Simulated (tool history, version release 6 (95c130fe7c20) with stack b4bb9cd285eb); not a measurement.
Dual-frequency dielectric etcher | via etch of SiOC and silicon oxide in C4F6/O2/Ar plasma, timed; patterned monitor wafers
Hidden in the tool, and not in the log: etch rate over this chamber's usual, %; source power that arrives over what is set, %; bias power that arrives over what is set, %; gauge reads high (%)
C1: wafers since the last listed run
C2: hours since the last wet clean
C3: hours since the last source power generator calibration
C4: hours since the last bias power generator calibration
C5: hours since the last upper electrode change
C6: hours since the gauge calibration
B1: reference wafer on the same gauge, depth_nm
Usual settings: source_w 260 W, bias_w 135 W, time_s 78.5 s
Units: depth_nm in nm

Run 1, hour 0: usual settings; C1 0; C2 129; C3 3065.3; C4 1352.2; C5 2916.5; C6 871.2; B1 64.8. Result: depth_nm 75.3 nm.
Run 2, hour 49.6: usual settings; C1 719; C2 178.6; C3 3114.9; C4 1401.8; C5 2966.1; C6 920.8; B1 64.8. Result: depth_nm 74.5 nm.
Run 3, hour 114.1: usual settings; C1 935; C2 243.1; C3 3179.4; C4 1466.3; C5 3030.6; C6 985.3; B1 64.8. Result: depth_nm 74.8 nm.
Run 4, hour 152.3: usual settings; C1 554; C2 281.3; C3 3217.6; C4 1504.5; C5 3068.8; C6 1023.5; B1 64.8. Result: depth_nm 74.6 nm.
Run 5, hour 198.7: usual settings; C1 673; C2 327.7; C3 3264; C4 1550.9; C5 3115.2; C6 1069.9; B1 64.8. Result: depth_nm 74.5 nm.
Run 6, hour 252.6: usual settings; C1 782; C2 381.6; C3 3317.9; C4 1604.8; C5 3169.1; C6 1123.8; B1 64.8. Result: depth_nm 74.4 nm.
Run 7, hour 308.7: usual settings but source_w 210 W; C1 814; C2 437.7; C3 3374; C4 1660.9; C5 3225.2; C6 1179.9; B1 64.8. Result: depth_nm 66.6 nm.
Run 8, hour 349.2: usual settings but source_w 210 W; C1 587; C2 478.2; C3 3414.5; C4 1701.4; C5 3265.7; C6 1220.4; B1 64.8. Result: depth_nm 66.8 nm.
Run 9, hour 381.8: usual settings but bias_w 120 W; C1 473; C2 510.8; C3 3447.1; C4 1734; C5 3298.3; C6 1253; B1 64.8. Result: depth_nm 71.6 nm.
At hour 403.3: source power generator calibrated.
At hour 437.9: wet clean of the chamber.
Run 10, hour 450.8: usual settings; C1 594; C2 12.9; C3 47.5; C4 1803; C5 3367.3; C6 1322; B1 64.8. Result: depth_nm 75.5 nm.
Run 11, hour 519.2: usual settings; C1 992; C2 81.3; C3 115.9; C4 1871.4; C5 3435.7; C6 1390.4; B1 64.8. Result: depth_nm 75.2 nm.
Run 12, hour 579.7: usual settings; C1 877; C2 141.8; C3 176.4; C4 1931.9; C5 3496.2; C6 1450.9; B1 64.8. Result: depth_nm 75 nm.
Run 13, hour 605.1: usual settings; C1 368; C2 167.2; C3 201.8; C4 1957.3; C5 3521.6; C6 1476.3; B1 64.8. Result: depth_nm 74.7 nm.
Run 14, hour 664.9: usual settings but bias_w 114 W; C1 867; C2 227; C3 261.6; C4 2017.1; C5 3581.4; C6 1536.1; B1 64.8. Result: depth_nm 70.5 nm.
Run 15, hour 695.1: usual settings; C1 438; C2 257.2; C3 291.8; C4 2047.3; C5 3611.6; C6 1566.3; B1 64.8. Result: depth_nm 75.2 nm.
Run 16, hour 751.7: usual settings but source_w 280 W, bias_w 110 W; C1 821; C2 313.8; C3 348.4; C4 2103.9; C5 3668.2; C6 1622.9; B1 64.8. Result: depth_nm 71.8 nm.
Run 17, hour 787.7: usual settings but time_s 57.5 s; C1 522; C2 349.8; C3 384.4; C4 2139.9; C5 3704.2; C6 1658.9; B1 64.8. Result: depth_nm 54.5 nm.
Run 18, hour 820.9: usual settings but bias_w 151 W; C1 481; C2 383; C3 417.6; C4 2173.1; C5 3737.4; C6 1692.1; B1 64.8. Result: depth_nm 76.8 nm.
At hour 832: gauge calibrated.
Run 19, hour 883.6: usual settings but source_w 240 W, time_s 58 s; C1 909; C2 445.7; C3 480.3; C4 2235.8; C5 3800.1; C6 51.6; B1 64.9. Result: depth_nm 52.7 nm.
At hour 934.9: bias power generator calibrated.
Run 20, hour 935.4: usual settings; C1 693; C2 497.5; C3 532.1; C4 0.5; C5 3851.9; C6 103.4; B1 64.8. Result: depth_nm 73.9 nm.
Run 21, hour 998.9: usual settings but bias_w 150 W; C1 921; C2 561; C3 595.6; C4 64; C5 3915.4; C6 166.9; B1 64.7. Result: depth_nm 76.6 nm.
Run 22, hour 1029.5: usual settings but time_s 67.5 s; C1 444; C2 591.6; C3 626.2; C4 94.6; C5 3946; C6 197.5; B1 64.8. Result: depth_nm 63.4 nm.
At hour 1072.9: upper electrode replaced.
Run 23, hour 1077.2: usual settings but time_s 85 s; C1 343; C2 639.3; C3 673.9; C4 142.3; C5 4.3; C6 245.2; B1 64.8. Result: depth_nm 80 nm.
At hour 1103.4: wet clean of the chamber.
Run 24, hour 1120.9: usual settings but bias_w 106 W, time_s 98 s; C1 285; C2 17.5; C3 717.6; C4 186; C5 48; C6 288.9; B1 64.8. Result: depth_nm 86.6 nm.
Run 25, hour 1182.3: usual settings but bias_w 162 W, time_s 63.5 s; C1 890; C2 78.9; C3 779; C4 247.4; C5 109.4; C6 350.3; B1 64.8. Result: depth_nm 64.1 nm.
Run 26, hour 1271.9: usual settings; C1 1300; C2 168.5; C3 868.6; C4 337; C5 199; C6 439.9; B1 64.8. Result: depth_nm 75.2 nm.
Run 27, hour 1310.1: usual settings but bias_w 158 W, time_s 62 s; C1 554; C2 206.7; C3 906.8; C4 375.2; C5 237.2; C6 478.1; B1 64.8. Result: depth_nm 61.9 nm.
Run 28, hour 1354: usual settings but time_s 63 s; C1 637; C2 250.6; C3 950.7; C4 419.1; C5 281.1; C6 522; B1 64.8. Result: depth_nm 59.4 nm.
Run 29, hour 1382.3: usual settings; C1 410; C2 278.9; C3 979; C4 447.4; C5 309.4; C6 550.3; B1 64.8. Result: depth_nm 73.9 nm.
Run 30, hour 1433.3: usual settings; C1 740; C2 329.9; C3 1030; C4 498.4; C5 360.4; C6 601.3; B1 64.8. Result: depth_nm 74.4 nm.
Run 31, hour 1483.1: usual settings but time_s 85 s; C1 722; C2 379.7; C3 1079.8; C4 548.2; C5 410.2; C6 651.1; B1 64.8. Result: depth_nm 80.5 nm.

How the hidden state differs across the entries between the runs, from the last listed run before each to the first after it:
Between runs 9 and 10: source power generator calibrated (hour 403.3); wet clean of the chamber (hour 437.9)
  etch rate over this chamber's usual, %: -1.43 -> -0.0654
  measured less the result without the state, depth_nm: -1 -> +0 nm
Between runs 18 and 19: gauge calibrated (hour 832)
  etch rate over this chamber's usual, %: -1.18 -> -1.37
  measured less the result without the state, depth_nm: -0.9 -> -0.7 nm
Between runs 19 and 20: bias power generator calibrated (hour 934.9)
  etch rate over this chamber's usual, %: -1.37 -> -1.52
  measured less the result without the state, depth_nm: -0.7 -> -1.1 nm
Between runs 22 and 23: upper electrode replaced (hour 1072.9)
  etch rate over this chamber's usual, %: -1.81 -> -1.95
  measured less the result without the state, depth_nm: -1.2 -> -1.6 nm
Between runs 23 and 24: wet clean of the chamber (hour 1103.4)
  etch rate over this chamber's usual, %: -1.95 -> -0.41
  measured less the result without the state, depth_nm: -1.6 -> -0.4 nm
